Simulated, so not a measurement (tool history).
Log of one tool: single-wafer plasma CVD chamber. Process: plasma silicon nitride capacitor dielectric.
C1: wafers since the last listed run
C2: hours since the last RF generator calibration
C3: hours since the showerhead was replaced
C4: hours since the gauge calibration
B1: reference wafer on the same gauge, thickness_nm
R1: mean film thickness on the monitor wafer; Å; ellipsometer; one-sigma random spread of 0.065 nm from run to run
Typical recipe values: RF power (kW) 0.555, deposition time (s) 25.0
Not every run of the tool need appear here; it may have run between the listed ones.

Run 1, hour 0.0: usual settings but deposition time (s) 23.0; C1 0; C2 2644.9; C3 2875.5; C4 80.6; B1 51.600. Result: R1 400.48 Å.
Run 2, hour 12.2: usual settings but deposition time (s) 23.0; C1 301; C2 2657.1; C3 2887.7; C4 92.8; B1 51.627. Result: R1 402.26 Å.
Run 3, hour 19.4: usual settings; C1 177; C2 2664.3; C3 2894.9; C4 100.0; B1 51.635. Result: R1 437.97 Å.
Run 4, hour 28.4: usual settings but RF power (kW) 0.630; C1 222; C2 2673.3; C3 2903.9; C4 109.0; B1 51.652. Result: R1 446.21 Å.
Run 5, hour 37.9: usual settings but RF power (kW) 0.630; C1 234; C2 2682.8; C3 2913.4; C4 118.5; B1 51.657. Result: R1 447.01 Å.
Run 6, hour 55.3: usual settings but RF power (kW) 0.630; C1 429; C2 2700.2; C3 2930.8; C4 135.9; B1 51.684. Result: R1 446.38 Å.
Run 7, hour 66.9: usual settings but RF power (kW) 0.640, deposition time (s) 27.6; C1 286; C2 2711.8; C3 2942.4; C4 147.5; B1 51.670. Result: R1 495.64 Å.
Run 8, hour 78.9: usual settings but RF power (kW) 0.640, deposition time (s) 27.6; C1 296; C2 2723.8; C3 2954.4; C4 159.5; B1 51.706. Result: R1 495.54 Å.
At hour 85.1: gauge calibrated.
Run 9, hour 85.8: usual settings but deposition time (s) 28.9; C1 170; C2 2730.7; C3 2961.3; C4 0.7; B1 51.297. Result: R1 501.23 Å.
Run 10, hour 103.3: usual settings; C1 431; C2 2748.2; C3 2978.8; C4 18.2; B1 51.389. Result: R1 435.41 Å.
Run 11, hour 120.4: usual settings but RF power (kW) 0.660, deposition time (s) 28.6; C1 421; C2 2765.3; C3 2995.9; C4 35.3; B1 51.475. Result: R1 513.80 Å.
Run 12, hour 131.1: usual settings but RF power (kW) 0.460, deposition time (s) 29.7; C1 264; C2 2776.0; C3 3006.6; C4 46.0; B1 51.504. Result: R1 502.51 Å.
At hour 140.3: RF generator calibrated.
Run 13, hour 148.4: usual settings; C1 229; C2 8.1; C3 3023.9; C4 63.3; B1 51.544. Result: R1 436.50 Å.
Run 14, hour 154.5: usual settings; C1 150; C2 14.2; C3 3030.0; C4 69.4; B1 51.574. Result: R1 437.68 Å.
At hour 170.6: showerhead replaced.
Run 15, hour 171.1: usual settings but RF power (kW) 0.495, deposition time (s) 29.3; C1 212; C2 30.8; C3 0.5; C4 86.0; B1 51.608. Result: R1 502.23 Å.
Run 16, hour 183.2: usual settings but RF power (kW) 0.660, deposition time (s) 28.5; C1 298; C2 42.9; C3 12.6; C4 98.1; B1 51.610. Result: R1 514.03 Å.
Run 17, hour 191.8: usual settings but deposition time (s) 29.3; C1 212; C2 51.5; C3 21.2; C4 106.7; B1 51.631. Result: R1 511.70 Å.
Run 18, hour 200.3: usual settings; C1 209; C2 60.0; C3 29.7; C4 115.2; B1 51.632. Result: R1 436.21 Å.
Run 19, hour 206.7: usual settings but RF power (kW) 0.660, deposition time (s) 28.5; C1 157; C2 66.4; C3 36.1; C4 121.6; B1 51.656. Result: R1 514.45 Å.
Run 20, hour 221.2: usual settings but RF power (kW) 0.495, deposition time (s) 21.6; C1 357; C2 80.9; C3 50.6; C4 136.1; B1 51.652. Result: R1 369.95 Å.
Run 21, hour 236.6: usual settings but RF power (kW) 0.495, deposition time (s) 27.0; C1 380; C2 96.3; C3 66.0; C4 151.5; B1 51.662. Result: R1 464.52 Å.

Each row is a separate what-if for the run after 21, all from the same tool condition, not one after another. Results?
Run A, hour 237.0: usual settings but RF power (kW) 0.645; C1 9; C2 96.7; C3 66.4; C4 151.9; B1 ?. Result: R1 ?.
Run B, hour 237.0: usual settings but RF power (kW) 0.470; C1 9; C2 96.7; C3 66.4; C4 151.9; B1 ?. Result: R1 ?.
Run C, hour 237.0: usual settings but RF power (kW) 0.655, deposition time (s) 20.0; C1 9; C2 96.7; C3 66.4; C4 151.9; B1 ?. Result: R1 ?.
Run D, hour 237.0: usual settings but RF power (kW) 0.490, deposition time (s) 22.6; C1 9; C2 96.7; C3 66.4; C4 151.9; B1 ?. Result: R1 ?.

run      B1      R1
  A  51.685  448.70
  B  51.685  425.38
  C  51.685  359.96
  D  51.685  387.09
Take away the tool's hidden state, keep each run's random variation, and the runs would have read:
run      R1
  A  445.47
  B  422.32
  C  357.37
  D  384.31
